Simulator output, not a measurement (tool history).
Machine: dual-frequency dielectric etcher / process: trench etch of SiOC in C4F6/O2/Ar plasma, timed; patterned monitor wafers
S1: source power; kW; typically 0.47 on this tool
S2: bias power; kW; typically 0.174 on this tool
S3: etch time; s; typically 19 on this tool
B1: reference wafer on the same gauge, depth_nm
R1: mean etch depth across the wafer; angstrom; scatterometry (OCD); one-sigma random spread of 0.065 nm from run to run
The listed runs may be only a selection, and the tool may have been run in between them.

run	day	S1	S2	S3	B1	R1
1	0	0.5	0.174	19	37.41	443.3
2	2.754	0.5	0.174	19	37.38	444.5
3	4.388	0.5	0.174	19	37.41	445.6
4	6.575	0.47	0.156	19	37.41	425
5	7.783	0.47	0.156	19	37.43	426
6	10.438	0.47	0.156	19	37.38	426.1
7	11.6	0.47	0.174	20.5	37.39	472.3
# day 13.796: wet clean of the chamber
8	13.817	0.47	0.174	20.5	37.41	467.9
# day 14.579: source power generator calibrated
# day 15.462: bias power generator calibrated
# day 16.75: upper electrode replaced
9	16.771	0.47	0.174	20.5	37.42	469.2
10	19.058	0.47	0.174	19	37.4	433.8
11	21.767	0.47	0.174	19	37.4	435.2
12	24.558	0.47	0.14	21.5	37.4	471
# day 24.762: gauge calibrated
13	25.95	0.47	0.174	23	37.39	528.8
14	26.958	0.54	0.174	19	37.4	457.4
15	29.154	0.47	0.146	22.5	37.38	497.5
# day 30.992: wet clean of the chamber
16	31.012	0.47	0.174	19	37.36	434.7
17	32.475	0.43	0.15	23.5	37.41	503.1
18	34.95	0.47	0.174	21	37.37	481
19	37.596	0.57	0.216	14.5	37.42	374.6
20	38.858	0.47	0.174	19	37.41	434.2
21	41.471	0.4	0.174	19	37.41	411.1
22	43.396	0.47	0.174	13.5	37.37	310.8

How would selected steps in R1 from run to run divide? Give the signed amount a tool lacking its hidden state would still show from settings, what came in and random variation, and the signed amount left for the hidden state, including any gauge scatter that is not in both of the compared results.
Hidden state present: etch rate over this chamber's usual, %; source power that arrives over what is set, %; bias power that arrives over what is set, %; gauge reads high (%).
Run 7 -> 8: wet clean of the chamber. R1 -4.4 angstrom: hidden state -3.7, all else -0.7.
Run 15 -> 16: S2 0.146 -> 0.174, S3 22.5 -> 19, wet clean of the chamber. R1 -62.8 angstrom: hidden state -3.7, all else -59.1.
Run 18 -> 19: S1 0.47 -> 0.57, S2 0.174 -> 0.216, S3 21 -> 14.5. R1 -106.4 angstrom: hidden state +0.3, all else -106.7.
Run 21 -> 22: S1 0.4 -> 0.47, S3 19 -> 13.5. R1 -100.3 angstrom: hidden state -0.2, all else -100.1.
